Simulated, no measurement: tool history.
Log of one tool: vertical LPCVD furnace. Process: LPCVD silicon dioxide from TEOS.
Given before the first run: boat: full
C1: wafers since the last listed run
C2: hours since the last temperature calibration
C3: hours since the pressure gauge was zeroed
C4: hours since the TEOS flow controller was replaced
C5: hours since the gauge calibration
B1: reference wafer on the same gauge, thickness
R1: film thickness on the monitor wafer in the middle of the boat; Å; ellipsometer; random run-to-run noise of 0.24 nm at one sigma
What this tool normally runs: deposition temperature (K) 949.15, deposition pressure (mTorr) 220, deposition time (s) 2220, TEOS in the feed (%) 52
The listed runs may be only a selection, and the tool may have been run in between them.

{"run": 1, "day": 0.0, "deposition temperature (K)": 949.15, "deposition pressure (mTorr)": 220, "deposition time (s)": 2220, "TEOS in the feed (%)": 52, "C1": 0, "C2": 2219.2, "C3": 2660.9, "C4": 1914.2, "C5": 263.7, "B1": 122.02, "R1": 1168.2}
{"run": 2, "day": 7.754, "deposition temperature (K)": 949.15, "deposition pressure (mTorr)": 220, "deposition time (s)": 2220, "TEOS in the feed (%)": 52, "C1": 4370, "C2": 2405.3, "C3": 2847.0, "C4": 2100.3, "C5": 449.8, "B1": 121.9, "R1": 1164.5}
{"run": 3, "day": 10.746, "deposition temperature (K)": 949.15, "deposition pressure (mTorr)": 220, "deposition time (s)": 2730, "TEOS in the feed (%)": 58, "C1": 1686, "C2": 2477.1, "C3": 2918.8, "C4": 2172.1, "C5": 521.6, "B1": 121.98, "R1": 1516.7}
{"day": 21.462, "done": "gauge calibrated"}
{"day": 21.908, "done": "pressure gauge zeroed"}
{"day": 22.233, "done": "thermocouples replaced and temperature profile calibrated"}
{"run": 4, "day": 22.254, "deposition temperature (K)": 949.15, "deposition pressure (mTorr)": 220, "deposition time (s)": 2220, "TEOS in the feed (%)": 52, "C1": 5739, "C2": 0.5, "C3": 8.3, "C4": 2448.3, "C5": 19.0, "B1": 121.97, "R1": 1157.4}
{"day": 25.729, "done": "TEOS flow controller replaced"}
{"run": 5, "day": 26.279, "deposition temperature (K)": 949.15, "deposition pressure (mTorr)": 185, "deposition time (s)": 2220, "TEOS in the feed (%)": 45, "C1": 1704, "C2": 97.1, "C3": 104.9, "C4": 13.2, "C5": 115.6, "B1": 122.07, "R1": 988.6}
{"run": 6, "day": 28.104, "deposition temperature (K)": 949.15, "deposition pressure (mTorr)": 255, "deposition time (s)": 2220, "TEOS in the feed (%)": 52, "C1": 1028, "C2": 140.9, "C3": 148.7, "C4": 57.0, "C5": 159.4, "B1": 121.99, "R1": 1250.1}
{"run": 7, "day": 30.238, "deposition temperature (K)": 949.15, "deposition pressure (mTorr)": 255, "deposition time (s)": 2220, "TEOS in the feed (%)": 52, "C1": 1202, "C2": 192.1, "C3": 199.9, "C4": 108.2, "C5": 210.6, "B1": 122.04, "R1": 1247.2}
{"run": 8, "day": 33.854, "deposition temperature (K)": 940.15, "deposition pressure (mTorr)": 220, "deposition time (s)": 2220, "TEOS in the feed (%)": 61, "C1": 2038, "C2": 278.9, "C3": 286.7, "C4": 195.0, "C5": 297.4, "B1": 121.94, "R1": 1007.4}
{"run": 9, "day": 37.55, "deposition temperature (K)": 949.15, "deposition pressure (mTorr)": 220, "deposition time (s)": 2220, "TEOS in the feed (%)": 52, "C1": 2082, "C2": 367.6, "C3": 375.4, "C4": 283.7, "C5": 386.1, "B1": 122.14, "R1": 1161.4}
{"run": 10, "day": 39.208, "deposition temperature (K)": 958.15, "deposition pressure (mTorr)": 220, "deposition time (s)": 2220, "TEOS in the feed (%)": 61, "C1": 934, "C2": 407.4, "C3": 415.2, "C4": 323.5, "C5": 425.9, "B1": 122.08, "R1": 1565.7}
{"run": 11, "day": 43.321, "deposition temperature (K)": 941.15, "deposition pressure (mTorr)": 220, "deposition time (s)": 2010, "TEOS in the feed (%)": 57, "C1": 2317, "C2": 506.1, "C3": 513.9, "C4": 422.2, "C5": 524.6, "B1": 122.0, "R1": 904.5}
{"run": 12, "day": 47.738, "deposition temperature (K)": 960.15, "deposition pressure (mTorr)": 220, "deposition time (s)": 1470, "TEOS in the feed (%)": 59, "C1": 2489, "C2": 612.1, "C3": 619.9, "C4": 528.2, "C5": 630.6, "B1": 121.93, "R1": 1064.2}
{"run": 13, "day": 50.912, "deposition temperature (K)": 943.15, "deposition pressure (mTorr)": 240, "deposition time (s)": 2220, "TEOS in the feed (%)": 52, "C1": 1789, "C2": 688.3, "C3": 696.1, "C4": 604.4, "C5": 706.8, "B1": 122.07, "R1": 1046.2}
{"day": 51.217, "done": "gauge calibrated"}
{"run": 14, "day": 53.308, "deposition temperature (K)": 949.15, "deposition pressure (mTorr)": 220, "deposition time (s)": 2220, "TEOS in the feed (%)": 52, "C1": 1350, "C2": 745.8, "C3": 753.6, "C4": 661.9, "C5": 50.2, "B1": 122.03, "R1": 1160.4}
{"run": 15, "day": 55.408, "deposition temperature (K)": 949.15, "deposition pressure (mTorr)": 265, "deposition time (s)": 2220, "TEOS in the feed (%)": 52, "C1": 1183, "C2": 796.2, "C3": 804.0, "C4": 712.3, "C5": 100.6, "B1": 121.96, "R1": 1274.7}

For each entry between runs, how does the tool's hidden state at the last listed run before it compare with that at the first listed run after it?
From run 3 to run 4: gauge calibrated (day 21.462); pressure gauge zeroed (day 21.908); thermocouples replaced and temperature profile calibrated (day 22.233)
  true tube temperature minus thermocouple reading, K: 1.22 -> 0.0354; true pressure minus gauge reading, mTorr: -7.83 -> 0.0975
  difference, measured minus the result without the unlogged condition, R1: +17.6 -> +1.3 Å
From run 4 to run 5: TEOS flow controller replaced (day 25.729)
  true tube temperature minus thermocouple reading, K: 0.0354 -> 0.0756; true pressure minus gauge reading, mTorr: 0.0975 -> 0.0866
  difference, measured minus the result without the unlogged condition, R1: +1.3 -> +2.1 Å
From run 13 to run 14: gauge calibrated (day 51.217)
  true tube temperature minus thermocouple reading, K: 0.321 -> 0.345; true pressure minus gauge reading, mTorr: -0.388 -> -0.471
  difference, measured minus the result without the unlogged condition, R1: +7.4 -> +8.5 Å
